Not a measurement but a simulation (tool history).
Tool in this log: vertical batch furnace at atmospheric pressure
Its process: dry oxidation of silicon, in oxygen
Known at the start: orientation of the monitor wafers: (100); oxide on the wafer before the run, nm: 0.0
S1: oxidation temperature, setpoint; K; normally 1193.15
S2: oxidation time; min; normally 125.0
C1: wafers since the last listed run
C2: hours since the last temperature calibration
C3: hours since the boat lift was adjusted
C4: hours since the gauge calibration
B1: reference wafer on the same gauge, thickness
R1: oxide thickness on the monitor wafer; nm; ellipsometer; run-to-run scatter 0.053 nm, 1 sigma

{"run": 1, "hour": 0.0, "S1": 1193.15, "S2": 89.0, "C1": 0, "C2": 1824.3, "C3": 4420.3, "C4": 77.3, "B1": 41.9, "R1": 28.91}
{"run": 2, "hour": 14.5, "S1": 1193.15, "S2": 89.0, "C1": 120, "C2": 1838.8, "C3": 4434.8, "C4": 91.8, "B1": 41.89, "R1": 28.92}
{"run": 3, "hour": 26.0, "S1": 1193.15, "S2": 125.0, "C1": 95, "C2": 1850.3, "C3": 4446.3, "C4": 103.3, "B1": 41.89, "R1": 36.62}
{"run": 4, "hour": 44.1, "S1": 1193.15, "S2": 125.0, "C1": 150, "C2": 1868.4, "C3": 4464.4, "C4": 121.4, "B1": 41.89, "R1": 36.58}
{"run": 5, "hour": 60.2, "S1": 1207.15, "S2": 125.0, "C1": 134, "C2": 1884.5, "C3": 4480.5, "C4": 137.5, "B1": 41.9, "R1": 42.43}
{"run": 6, "hour": 72.5, "S1": 1193.15, "S2": 82.0, "C1": 102, "C2": 1896.8, "C3": 4492.8, "C4": 149.8, "B1": 41.89, "R1": 27.4}
{"run": 7, "hour": 88.3, "S1": 1193.15, "S2": 125.0, "C1": 131, "C2": 1912.6, "C3": 4508.6, "C4": 165.6, "B1": 41.91, "R1": 36.67}
{"hour": 115.7, "done": "boat lift adjusted"}
{"run": 8, "hour": 116.2, "S1": 1193.15, "S2": 125.0, "C1": 32, "C2": 1940.5, "C3": 0.5, "C4": 193.5, "B1": 41.89, "R1": 36.69}
{"run": 9, "hour": 121.9, "S1": 1193.15, "S2": 82.0, "C1": 47, "C2": 1946.2, "C3": 6.2, "C4": 199.2, "B1": 41.91, "R1": 27.41}
{"hour": 148.1, "done": "thermocouples replaced and temperature profile calibrated"}
{"run": 10, "hour": 148.6, "S1": 1204.15, "S2": 187.0, "C1": 22, "C2": 0.5, "C3": 32.9, "C4": 225.9, "B1": 41.89, "R1": 52.92}
{"run": 11, "hour": 154.3, "S1": 1193.15, "S2": 81.5, "C1": 47, "C2": 6.2, "C3": 38.6, "C4": 231.6, "B1": 41.89, "R1": 26.38}
{"run": 12, "hour": 169.5, "S1": 1193.15, "S2": 79.5, "C1": 126, "C2": 21.4, "C3": 53.8, "C4": 246.8, "B1": 41.9, "R1": 25.93}
{"hour": 174.9, "done": "gauge calibrated"}
{"run": 13, "hour": 178.0, "S1": 1173.15, "S2": 125.0, "C1": 70, "C2": 29.9, "C3": 62.3, "C4": 3.1, "B1": 41.88, "R1": 28.63}
{"run": 14, "hour": 192.6, "S1": 1205.15, "S2": 153.5, "C1": 121, "C2": 44.5, "C3": 76.9, "C4": 17.7, "B1": 41.88, "R1": 46.43}
{"run": 15, "hour": 210.0, "S1": 1171.15, "S2": 99.5, "C1": 144, "C2": 61.9, "C3": 94.3, "C4": 35.1, "B1": 41.9, "R1": 24.05}
{"run": 16, "hour": 231.3, "S1": 1172.15, "S2": 173.5, "C1": 177, "C2": 83.2, "C3": 115.6, "C4": 56.4, "B1": 41.91, "R1": 35.47}

Predict each of these 4 candidate next runs independently; none follows another, all start after run 16:
{"run": "A", "hour": 237.1, "S1": 1193.15, "S2": 125.0, "C1": 48, "C2": 89.0, "C3": 121.4, "C4": 62.2, "B1": "?", "R1": "?"}
{"run": "B", "hour": 237.1, "S1": 1202.15, "S2": 178.0, "C1": 48, "C2": 89.0, "C3": 121.4, "C4": 62.2, "B1": "?", "R1": "?"}
{"run": "C", "hour": 237.1, "S1": 1201.15, "S2": 99.0, "C1": 48, "C2": 89.0, "C3": 121.4, "C4": 62.2, "B1": "?", "R1": "?"}
{"run": "D", "hour": 237.1, "S1": 1193.15, "S2": 167.5, "C1": 48, "C2": 89.0, "C3": 121.4, "C4": 62.2, "B1": "?", "R1": "?"}

run=A B1=41.89 R1=35.29
run=B B1=41.89 R1=50.10
run=C B1=41.89 R1=32.55
run=D B1=41.89 R1=43.46
With no hidden state in the tool, these same runs would have given:
run=A R1=35.17
run=B R1=49.93
run=C R1=32.44
run=D R1=43.31

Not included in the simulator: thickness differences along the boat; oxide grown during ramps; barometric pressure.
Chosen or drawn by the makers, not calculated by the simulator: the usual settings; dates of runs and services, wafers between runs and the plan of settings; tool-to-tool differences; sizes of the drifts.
